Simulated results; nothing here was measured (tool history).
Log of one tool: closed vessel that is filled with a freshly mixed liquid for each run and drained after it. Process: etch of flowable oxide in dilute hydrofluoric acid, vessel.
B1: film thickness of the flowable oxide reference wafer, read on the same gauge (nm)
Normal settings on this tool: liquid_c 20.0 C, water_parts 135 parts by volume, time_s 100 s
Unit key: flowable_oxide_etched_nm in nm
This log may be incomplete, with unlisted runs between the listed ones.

{"run": 1, "day": 0.0, "liquid_c": 20.0, "water_parts": 135, "time_s": 120, "B1": 40.03, "flowable_oxide_etched_nm": 25.13}
{"day": 1.658, "done": "gauge calibrated"}
{"run": 2, "day": 2.433, "liquid_c": 20.0, "water_parts": 135, "time_s": 120, "B1": 40.0, "flowable_oxide_etched_nm": 25.11}
{"run": 3, "day": 6.829, "liquid_c": 20.0, "water_parts": 135, "time_s": 100, "B1": 40.03, "flowable_oxide_etched_nm": 20.73}
{"run": 4, "day": 9.475, "liquid_c": 19.0, "water_parts": 135, "time_s": 100, "B1": 40.03, "flowable_oxide_etched_nm": 19.91}
{"run": 5, "day": 11.425, "liquid_c": 19.0, "water_parts": 135, "time_s": 100, "B1": 40.01, "flowable_oxide_etched_nm": 19.96}
{"run": 6, "day": 13.321, "liquid_c": 20.0, "water_parts": 135, "time_s": 100, "B1": 40.01, "flowable_oxide_etched_nm": 20.57}
{"day": 16.329, "done": "hydrofluoric acid flow meter replaced"}
{"run": 7, "day": 17.192, "liquid_c": 20.0, "water_parts": 135, "time_s": 100, "B1": 40.0, "flowable_oxide_etched_nm": 20.77}
{"run": 8, "day": 20.446, "liquid_c": 20.0, "water_parts": 135, "time_s": 100, "B1": 39.99, "flowable_oxide_etched_nm": 20.56}
{"run": 9, "day": 23.904, "liquid_c": 20.0, "water_parts": 135, "time_s": 100, "B1": 39.96, "flowable_oxide_etched_nm": 20.42}
{"run": 10, "day": 25.971, "liquid_c": 20.0, "water_parts": 135, "time_s": 125, "B1": 40.0, "flowable_oxide_etched_nm": 25.3}
{"run": 11, "day": 29.638, "liquid_c": 20.0, "water_parts": 135, "time_s": 125, "B1": 40.0, "flowable_oxide_etched_nm": 25.73}
{"run": 12, "day": 31.988, "liquid_c": 20.0, "water_parts": 135, "time_s": 100, "B1": 39.98, "flowable_oxide_etched_nm": 20.25}
{"day": 32.25, "done": "thermometer replaced"}
{"run": 13, "day": 35.725, "liquid_c": 20.0, "water_parts": 135, "time_s": 115, "B1": 40.0, "flowable_oxide_etched_nm": 25.09}
{"run": 14, "day": 37.454, "liquid_c": 20.0, "water_parts": 135, "time_s": 100, "B1": 39.98, "flowable_oxide_etched_nm": 22.01}
{"day": 47.35, "done": "gauge calibrated"}
{"run": 15, "day": 47.596, "liquid_c": 20.0, "water_parts": 135, "time_s": 80, "B1": 39.98, "flowable_oxide_etched_nm": 17.26}
{"run": 16, "day": 50.888, "liquid_c": 24.0, "water_parts": 135, "time_s": 140, "B1": 40.0, "flowable_oxide_etched_nm": 35.48}
{"run": 17, "day": 52.483, "liquid_c": 24.0, "water_parts": 135, "time_s": 140, "B1": 40.0, "flowable_oxide_etched_nm": 35.17}
{"run": 18, "day": 54.012, "liquid_c": 20.0, "water_parts": 200, "time_s": 100, "B1": 40.0, "flowable_oxide_etched_nm": 13.69}
{"run": 19, "day": 57.754, "liquid_c": 20.0, "water_parts": 135, "time_s": 100, "B1": 40.01, "flowable_oxide_etched_nm": 21.64}
{"day": 57.892, "done": "hydrofluoric acid flow meter replaced"}
{"run": 20, "day": 60.721, "liquid_c": 20.0, "water_parts": 135, "time_s": 100, "B1": 40.01, "flowable_oxide_etched_nm": 21.57}
{"run": 21, "day": 64.612, "liquid_c": 24.0, "water_parts": 70, "time_s": 65, "B1": 40.01, "flowable_oxide_etched_nm": 33.72}
{"run": 22, "day": 67.871, "liquid_c": 17.5, "water_parts": 135, "time_s": 120, "B1": 40.0, "flowable_oxide_etched_nm": 22.97}
{"run": 23, "day": 69.979, "liquid_c": 22.5, "water_parts": 95, "time_s": 80, "B1": 40.02, "flowable_oxide_etched_nm": 28.05}
{"run": 24, "day": 73.496, "liquid_c": 20.0, "water_parts": 160, "time_s": 100, "B1": 39.98, "flowable_oxide_etched_nm": 17.26}
{"run": 25, "day": 76.971, "liquid_c": 20.0, "water_parts": 90, "time_s": 145, "B1": 40.01, "flowable_oxide_etched_nm": 47.78}
{"run": 26, "day": 80.096, "liquid_c": 20.0, "water_parts": 135, "time_s": 100, "B1": 40.02, "flowable_oxide_etched_nm": 21.23}
{"run": 27, "day": 82.371, "liquid_c": 22.5, "water_parts": 185, "time_s": 70, "B1": 40.02, "flowable_oxide_etched_nm": 11.16}
{"run": 28, "day": 85.208, "liquid_c": 25.0, "water_parts": 105, "time_s": 130, "B1": 40.01, "flowable_oxide_etched_nm": 43.77}

Below are 4 alternative next runs, each starting from the tool's condition after run 28. Predict each:
{"run": "A", "day": 85.238, "liquid_c": 20.0, "water_parts": 135, "time_s": 40, "B1": "?", "flowable_oxide_etched_nm": "?"}
{"run": "B", "day": 85.238, "liquid_c": 22.5, "water_parts": 185, "time_s": 65, "B1": "?", "flowable_oxide_etched_nm": "?"}
{"run": "C", "day": 85.238, "liquid_c": 21.5, "water_parts": 135, "time_s": 100, "B1": "?", "flowable_oxide_etched_nm": "?"}
{"run": "D", "day": 85.238, "liquid_c": 17.5, "water_parts": 105, "time_s": 120, "B1": "?", "flowable_oxide_etched_nm": "?"}

run=A B1=40.01 flowable_oxide_etched_nm=8.41
run=B B1=40.01 flowable_oxide_etched_nm=10.46
run=C B1=40.01 flowable_oxide_etched_nm=22.34
run=D B1=40.01 flowable_oxide_etched_nm=30.15
Had the tool no hidden state, the same runs would have come out as:
run=A flowable_oxide_etched_nm=8.86
run=B flowable_oxide_etched_nm=10.99
run=C flowable_oxide_etched_nm=23.52
run=D flowable_oxide_etched_nm=31.83

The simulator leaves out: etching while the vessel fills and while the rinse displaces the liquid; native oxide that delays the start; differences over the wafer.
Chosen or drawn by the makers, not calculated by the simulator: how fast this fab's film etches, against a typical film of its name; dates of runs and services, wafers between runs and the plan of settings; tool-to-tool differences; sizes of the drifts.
